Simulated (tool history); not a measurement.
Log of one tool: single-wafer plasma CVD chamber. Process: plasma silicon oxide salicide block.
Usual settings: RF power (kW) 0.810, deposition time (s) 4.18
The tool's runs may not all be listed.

run	day	RF power (kW)	deposition time (s)	wafers since the last listed run	hours since the last RF generator calibration	hours since the showerhead was replaced	hours since the gauge calibration	read-back reference wafer on the same gauge, thickness_nm	mean film thickness on the monitor wafer (Å)
1	0.000	0.925	4.18	0	1721.3	2515.2	335.8	55.020	475.27
2	2.062	0.925	4.18	1519	1770.8	2564.7	385.3	54.982	475.64
3	2.492	0.925	4.18	316	1781.1	2575.0	395.6	55.006	474.07
4	2.758	0.810	4.18	196	1787.5	2581.4	402.0	55.062	445.61
5	3.146	0.810	4.18	285	1796.8	2590.7	411.3	54.981	443.67
6	3.417	0.810	4.18	199	1803.3	2597.2	417.8	55.023	442.62
7	4.125	0.810	4.18	521	1820.3	2614.2	434.8	55.016	444.64
8	4.500	0.810	4.18	276	1829.3	2623.2	443.8	55.057	444.41
9	5.204	0.810	4.18	518	1846.2	2640.1	460.7	54.973	441.33
10	5.904	0.810	4.18	515	1863.0	2656.9	477.5	55.020	442.44
11	7.479	0.810	4.18	1160	1900.8	2694.7	515.3	55.045	443.44
12	7.971	0.810	4.18	362	1912.6	2706.5	527.1	54.939	443.89
13	8.533	0.810	4.65	414	1926.1	2720.0	540.6	55.017	493.24
14	8.792	0.810	4.65	190	1932.3	2726.2	546.8	54.979	492.37
15	9.250	0.810	4.65	337	1943.3	2737.2	557.8	55.051	492.09
16	9.725	0.810	3.68	349	1954.7	2748.6	569.2	54.989	388.90
17	11.600	0.810	3.68	1381	1999.7	2793.6	614.2	55.001	387.97
# day 11.625: gauge calibrated
# day 12.312: RF generator calibrated
18	13.012	0.810	4.18	794	16.8	2827.5	33.3	54.969	459.54
19	14.488	0.810	4.18	1086	52.2	2862.9	68.7	54.985	462.48
20	15.233	0.810	3.61	549	70.1	2880.8	86.6	55.034	396.70
21	15.808	0.680	3.93	423	83.9	2894.6	100.4	54.966	395.48
# day 16.892: showerhead replaced
22	16.912	0.875	4.18	567	110.4	0.5	126.9	55.000	477.02
23	17.617	0.720	3.67	518	127.3	17.4	143.8	55.028	380.00
24	18.167	0.855	4.40	405	140.5	30.6	157.0	55.004	496.92
25	18.896	0.810	4.18	537	158.0	48.1	174.5	55.023	458.78
26	19.438	0.900	4.76	398	171.0	61.1	187.5	54.974	553.87
27	20.150	0.915	4.18	524	188.1	78.2	204.6	54.935	489.46
28	20.750	0.885	3.58	441	202.5	92.6	219.0	55.074	412.25
29	21.096	0.695	4.92	254	210.8	100.9	227.3	55.027	499.55
30	21.442	0.925	4.18	254	219.1	109.2	235.6	55.033	487.74
31	21.704	0.745	4.65	193	225.4	115.5	241.9	54.976	491.00
32	22.217	0.810	4.61	377	237.7	127.8	254.2	55.020	505.44
33	23.175	0.925	4.94	705	260.7	150.8	277.2	55.003	577.75
34	23.550	0.810	4.18	276	269.7	159.8	286.2	54.995	458.69
35	23.829	0.670	3.57	205	276.4	166.5	292.9	55.017	356.10
36	24.229	0.730	4.71	294	286.0	176.1	302.5	54.974	491.25
37	24.950	0.925	4.50	530	303.3	193.4	319.8	54.949	528.12
38	25.233	0.810	4.18	208	310.1	200.2	326.6	55.047	459.43

4 ways to go on from here, each from the tool as it stands after run 38. What would each give?
A	25.250	0.810	4.18	12	310.5	200.6	327.0	?	?
B	25.250	0.810	3.92	12	310.5	200.6	327.0	?	?
C	25.250	0.810	4.42	12	310.5	200.6	327.0	?	?
D	25.250	0.715	4.44	12	310.5	200.6	327.0	?	?

run	read-back reference wafer on the same gauge, thickness_nm	mean film thickness on the monitor wafer (Å)
A	55.015	459.33
B	55.015	430.76
C	55.015	485.70
D	55.015	457.83
Without the tool's hidden state the same runs would have given:
run	mean film thickness on the monitor wafer (Å)
A	461.46
B	432.75
C	487.95
D	459.95

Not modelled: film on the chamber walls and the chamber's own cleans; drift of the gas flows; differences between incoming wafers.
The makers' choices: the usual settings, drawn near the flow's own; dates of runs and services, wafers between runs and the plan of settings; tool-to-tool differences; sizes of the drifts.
